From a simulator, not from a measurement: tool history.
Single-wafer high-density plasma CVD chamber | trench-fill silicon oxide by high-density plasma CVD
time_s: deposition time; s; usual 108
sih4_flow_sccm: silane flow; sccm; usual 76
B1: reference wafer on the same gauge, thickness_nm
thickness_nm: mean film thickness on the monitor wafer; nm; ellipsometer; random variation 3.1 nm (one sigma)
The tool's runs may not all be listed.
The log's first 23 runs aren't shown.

run 24 hour=267.7 | time_s=124 sih4_flow_sccm=67 | B1=788.453 | thickness_nm=828.710
run 25 hour=279.3 | time_s=117 sih4_flow_sccm=66 | B1=789.333 | thickness_nm=773.937
run 26 hour=287.3 | time_s=108 sih4_flow_sccm=70 | B1=790.075 | thickness_nm=743.113
run 27 hour=298.2 | time_s=108 sih4_flow_sccm=76 | B1=788.549 | thickness_nm=787.705
run 28 hour=311.2 | time_s=129 sih4_flow_sccm=76 | B1=789.382 | thickness_nm=948.014
run 29 hour=323.4 | time_s=95 sih4_flow_sccm=70 | B1=788.129 | thickness_nm=650.080
run 30 hour=340.2 | time_s=89 sih4_flow_sccm=86 | B1=789.113 | thickness_nm=716.592
run 31 hour=349.8 | time_s=121 sih4_flow_sccm=76 | B1=789.807 | thickness_nm=884.832
run 32 hour=360.0 | time_s=115 sih4_flow_sccm=76 | B1=788.814 | thickness_nm=844.335
run 33 hour=377.5 | time_s=88 sih4_flow_sccm=84 | B1=787.414 | thickness_nm=701.613
run 34 hour=385.7 | time_s=108 sih4_flow_sccm=70 | B1=788.618 | thickness_nm=747.481
run 35 hour=395.8 | time_s=97 sih4_flow_sccm=68 | B1=788.406 | thickness_nm=656.906
run 36 hour=402.6 | time_s=108 sih4_flow_sccm=89 | B1=790.305 | thickness_nm=893.306

Forecast each of these 3 alternatives for the next run:
run A hour=403.0 | time_s=108 sih4_flow_sccm=76 | B1=? | thickness_nm=?
run B hour=403.0 | time_s=127 sih4_flow_sccm=61 | B1=? | thickness_nm=?
run C hour=403.0 | time_s=114 sih4_flow_sccm=85 | B1=? | thickness_nm=?

run=A B1=788.491 thickness_nm=790.301
run=B B1=788.491 thickness_nm=792.672
run=C B1=788.491 thickness_nm=907.811
Without the tool's hidden state the same runs would have given:
run=A thickness_nm=790.301
run=B thickness_nm=792.672
run=C thickness_nm=907.811

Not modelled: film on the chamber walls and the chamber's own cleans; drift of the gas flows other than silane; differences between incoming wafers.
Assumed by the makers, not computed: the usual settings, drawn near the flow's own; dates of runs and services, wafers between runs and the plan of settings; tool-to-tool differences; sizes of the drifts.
